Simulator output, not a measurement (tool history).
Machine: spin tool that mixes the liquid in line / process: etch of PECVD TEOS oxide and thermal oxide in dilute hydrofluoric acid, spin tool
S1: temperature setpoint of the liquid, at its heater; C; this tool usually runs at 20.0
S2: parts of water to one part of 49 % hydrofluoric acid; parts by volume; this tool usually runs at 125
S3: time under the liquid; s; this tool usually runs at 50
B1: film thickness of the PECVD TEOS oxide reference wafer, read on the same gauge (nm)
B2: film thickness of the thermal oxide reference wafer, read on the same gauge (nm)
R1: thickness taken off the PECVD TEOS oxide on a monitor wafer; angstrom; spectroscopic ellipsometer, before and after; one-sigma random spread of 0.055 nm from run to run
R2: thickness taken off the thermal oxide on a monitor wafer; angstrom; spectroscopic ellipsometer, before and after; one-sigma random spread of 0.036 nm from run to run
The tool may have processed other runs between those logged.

run	hour	S1	S2	S3	B1	B2	R1	R2
1	0.0	20.0	125	50	130.00	39.981	62.5	14.37
2	30.4	20.0	125	50	129.99	40.000	62.7	13.32
3	52.6	20.0	125	50	129.98	40.010	62.9	13.61
4	87.0	20.0	125	60	129.99	40.021	75.0	16.49
# hour 104.4: gauge calibrated
5	106.1	20.0	125	40	130.00	40.040	50.7	10.62
6	123.7	17.0	125	50	129.99	40.020	55.8	11.51
7	141.1	23.5	75	75	130.00	40.006	193.0	42.30
8	156.0	23.0	165	80	130.01	39.993	80.9	18.18
9	169.3	23.5	75	75	129.99	39.985	192.6	42.55
10	186.7	18.0	125	60	130.01	40.006	69.3	14.78
11	211.9	20.0	125	30	130.01	39.994	37.3	7.85
# hour 236.6: thermometer replaced
12	238.9	17.0	100	25	129.98	40.030	35.1	7.63
13	254.2	20.0	125	50	130.00	39.979	61.9	13.32
14	282.1	17.5	125	35	129.99	39.968	39.5	8.31
# hour 290.6: hydrofluoric acid flow meter replaced
15	317.3	23.0	170	40	130.02	39.971	42.2	9.28
16	338.8	17.0	85	25	129.99	40.013	46.1	10.25
17	354.3	20.0	155	50	130.01	39.984	52.7	11.41
18	376.8	18.0	125	20	129.99	40.005	25.0	5.24
19	405.5	20.0	125	80	130.03	40.020	108.6	23.95

What does the tool deliver on the next run?
20	476.1	24.5	125	50	?	?	?	?

B1: 130.00
B2: 39.991
R1: 80.7 angstrom
R2: 17.71 angstrom
With the hidden condition absent and the run-to-run variation left alone, this run would have shown R1 82.1 angstrom, R2 18.00 angstrom.

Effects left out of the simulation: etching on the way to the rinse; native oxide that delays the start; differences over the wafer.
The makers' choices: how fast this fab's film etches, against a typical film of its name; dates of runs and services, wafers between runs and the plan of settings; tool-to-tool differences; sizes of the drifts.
